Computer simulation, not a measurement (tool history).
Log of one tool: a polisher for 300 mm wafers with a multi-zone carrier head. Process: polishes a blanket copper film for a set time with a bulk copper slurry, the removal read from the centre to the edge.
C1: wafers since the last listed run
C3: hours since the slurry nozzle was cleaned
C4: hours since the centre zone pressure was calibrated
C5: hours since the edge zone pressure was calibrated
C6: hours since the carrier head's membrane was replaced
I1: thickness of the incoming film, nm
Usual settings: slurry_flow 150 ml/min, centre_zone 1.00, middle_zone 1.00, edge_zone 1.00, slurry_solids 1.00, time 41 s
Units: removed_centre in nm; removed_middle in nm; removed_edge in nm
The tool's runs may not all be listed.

{"run": 1, "hour": 0.0, "slurry_flow": 150, "centre_zone": 1.0, "middle_zone": 1.0, "edge_zone": 1.0, "slurry_solids": 1.0, "time": 41, "C1": 0, "wafers polished on this pad": 489, "C3": 368.6, "C4": 741.2, "C5": 489.9, "C6": 1222.8, "I1": 2252.3, "removed_centre": 367.0, "removed_middle": 372.9, "removed_edge": 386.8}
{"hour": 14.2, "done": "edge zone pressure recalibrated"}
{"run": 2, "hour": 51.6, "slurry_flow": 150, "centre_zone": 1.0, "middle_zone": 1.0, "edge_zone": 1.0, "slurry_solids": 1.0, "time": 41, "C1": 719, "wafers polished on this pad": 1209, "C3": 420.2, "C4": 792.8, "C5": 37.4, "C6": 1274.4, "I1": 2257.7, "removed_centre": 358.8, "removed_middle": 370.5, "removed_edge": 383.7}
{"hour": 106.5, "done": "slurry nozzle cleaned"}
{"hour": 209.6, "done": "worn pad replaced by a new one"}
{"run": 3, "hour": 305.3, "slurry_flow": 150, "centre_zone": 1.0, "middle_zone": 1.0, "edge_zone": 1.0, "slurry_solids": 1.0, "time": 37, "C1": 3609, "wafers polished on this pad": 1388, "C3": 198.8, "C4": 1046.5, "C5": 291.1, "C6": 1528.1, "I1": 2242.5, "removed_centre": 346.7, "removed_middle": 342.2, "removed_edge": 349.6}
{"run": 4, "hour": 382.9, "slurry_flow": 150, "centre_zone": 1.0, "middle_zone": 1.0, "edge_zone": 1.0, "slurry_solids": 1.0, "time": 41, "C1": 1126, "wafers polished on this pad": 2514, "C3": 276.4, "C4": 1124.1, "C5": 368.7, "C6": 1605.7, "I1": 2296.9, "removed_centre": 363.9, "removed_middle": 365.0, "removed_edge": 381.1}
{"hour": 422.3, "done": "worn pad replaced by a new one"}
{"run": 5, "hour": 427.1, "slurry_flow": 150, "centre_zone": 1.0, "middle_zone": 1.0, "edge_zone": 1.0, "slurry_solids": 1.0, "time": 41, "C1": 583, "wafers polished on this pad": 70, "C3": 320.6, "C4": 1168.3, "C5": 412.9, "C6": 1649.9, "I1": 2262.9, "removed_centre": 389.6, "removed_middle": 378.6, "removed_edge": 392.2}
{"run": 6, "hour": 473.7, "slurry_flow": 150, "centre_zone": 1.0, "middle_zone": 1.0, "edge_zone": 1.0, "slurry_solids": 1.0, "time": 41, "C1": 676, "wafers polished on this pad": 746, "C3": 367.2, "C4": 1214.9, "C5": 459.5, "C6": 1696.5, "I1": 2260.9, "removed_centre": 382.0, "removed_middle": 380.5, "removed_edge": 390.9}
{"hour": 518.6, "done": "centre zone pressure recalibrated"}
{"hour": 534.3, "done": "edge zone pressure recalibrated"}
{"run": 7, "hour": 580.2, "slurry_flow": 150, "centre_zone": 1.0, "middle_zone": 1.07, "edge_zone": 1.0, "slurry_solids": 1.0, "time": 41, "C1": 1487, "wafers polished on this pad": 2233, "C3": 473.7, "C4": 61.6, "C5": 45.9, "C6": 1803.0, "I1": 2256.2, "removed_centre": 351.9, "removed_middle": 368.9, "removed_edge": 363.3}
{"run": 8, "hour": 623.3, "slurry_flow": 195, "centre_zone": 1.0, "middle_zone": 1.1, "edge_zone": 1.0, "slurry_solids": 1.15, "time": 41, "C1": 625, "wafers polished on this pad": 2859, "C3": 516.8, "C4": 104.7, "C5": 89.0, "C6": 1846.1, "I1": 2277.8, "removed_centre": 367.1, "removed_middle": 395.1, "removed_edge": 384.5}
{"hour": 637.8, "done": "slurry nozzle cleaned"}
{"hour": 655.0, "done": "worn pad replaced by a new one"}
{"hour": 656.4, "done": "carrier head's membrane replaced by a new one"}
{"run": 9, "hour": 715.7, "slurry_flow": 100, "centre_zone": 1.0, "middle_zone": 1.0, "edge_zone": 1.0, "slurry_solids": 0.85, "time": 33, "C1": 1248, "wafers polished on this pad": 860, "C3": 77.9, "C4": 197.1, "C5": 181.4, "C6": 59.3, "I1": 2248.7, "removed_centre": 265.1, "removed_middle": 264.9, "removed_edge": 283.3}
{"run": 10, "hour": 819.4, "slurry_flow": 150, "centre_zone": 0.96, "middle_zone": 1.0, "edge_zone": 1.0, "slurry_solids": 1.0, "time": 41, "C1": 1504, "wafers polished on this pad": 2365, "C3": 181.6, "C4": 300.8, "C5": 285.1, "C6": 163.0, "I1": 2241.5, "removed_centre": 361.8, "removed_middle": 368.1, "removed_edge": 373.5}
{"hour": 866.9, "done": "worn pad replaced by a new one"}
{"run": 11, "hour": 912.1, "slurry_flow": 150, "centre_zone": 1.0, "middle_zone": 1.0, "edge_zone": 1.0, "slurry_solids": 1.0, "time": 41, "C1": 1287, "wafers polished on this pad": 656, "C3": 274.3, "C4": 393.5, "C5": 377.8, "C6": 255.7, "I1": 2244.8, "removed_centre": 383.2, "removed_middle": 382.8, "removed_edge": 393.7}
{"hour": 949.5, "done": "edge zone pressure recalibrated"}
{"run": 12, "hour": 951.1, "slurry_flow": 150, "centre_zone": 1.0, "middle_zone": 1.0, "edge_zone": 1.0, "slurry_solids": 1.0, "time": 41, "C1": 536, "wafers polished on this pad": 1193, "C3": 313.3, "C4": 432.5, "C5": 1.6, "C6": 294.7, "I1": 2281.4, "removed_centre": 374.2, "removed_middle": 376.8, "removed_edge": 383.0}
{"run": 13, "hour": 1009.4, "slurry_flow": 150, "centre_zone": 1.0, "middle_zone": 1.0, "edge_zone": 0.94, "slurry_solids": 1.0, "time": 41, "C1": 846, "wafers polished on this pad": 2039, "C3": 371.6, "C4": 490.8, "C5": 59.9, "C6": 353.0, "I1": 2255.4, "removed_centre": 358.6, "removed_middle": 366.1, "removed_edge": 364.4}
{"run": 14, "hour": 1066.5, "slurry_flow": 185, "centre_zone": 1.0, "middle_zone": 1.03, "edge_zone": 1.0, "slurry_solids": 1.1, "time": 37, "C1": 828, "wafers polished on this pad": 2867, "C3": 428.7, "C4": 547.9, "C5": 117.0, "C6": 410.1, "I1": 2263.0, "removed_centre": 336.9, "removed_middle": 345.4, "removed_edge": 347.5}

3 ways to go on from here, each from the tool as it stands after run 14. What would each give?
{"run": "A", "hour": 1066.9, "slurry_flow": 150, "centre_zone": 1.0, "middle_zone": 1.0, "edge_zone": 1.0, "slurry_solids": 0.85, "time": 41, "C1": 5, "wafers polished on this pad": 2873, "C3": 429.1, "C4": 548.3, "C5": 117.4, "C6": 410.5, "I1": 2241.2, "removed_centre": "?", "removed_middle": "?", "removed_edge": "?"}
{"run": "B", "hour": 1066.9, "slurry_flow": 150, "centre_zone": 1.08, "middle_zone": 1.12, "edge_zone": 1.0, "slurry_solids": 1.0, "time": 41, "C1": 5, "wafers polished on this pad": 2873, "C3": 429.1, "C4": 548.3, "C5": 117.4, "C6": 410.5, "I1": 2241.2, "removed_centre": "?", "removed_middle": "?", "removed_edge": "?"}
{"run": "C", "hour": 1066.9, "slurry_flow": 185, "centre_zone": 1.0, "middle_zone": 1.09, "edge_zone": 0.9, "slurry_solids": 1.0, "time": 41, "C1": 5, "wafers polished on this pad": 2873, "C3": 429.1, "C4": 548.3, "C5": 117.4, "C6": 410.5, "I1": 2241.2, "removed_centre": "?", "removed_middle": "?", "removed_edge": "?"}

run=A removed_centre=320.9 removed_middle=325.6 removed_edge=339.9
run=B removed_centre=365.6 removed_middle=377.6 removed_edge=357.5
run=C removed_centre=358.3 removed_middle=388.2 removed_edge=352.5
Without the tool's hidden state the same runs would have given:
run=A removed_centre=373.5 removed_middle=375.3 removed_edge=383.5
run=B removed_centre=425.6 removed_middle=435.2 removed_edge=403.3
run=C removed_centre=410.5 removed_middle=441.5 removed_edge=394.4

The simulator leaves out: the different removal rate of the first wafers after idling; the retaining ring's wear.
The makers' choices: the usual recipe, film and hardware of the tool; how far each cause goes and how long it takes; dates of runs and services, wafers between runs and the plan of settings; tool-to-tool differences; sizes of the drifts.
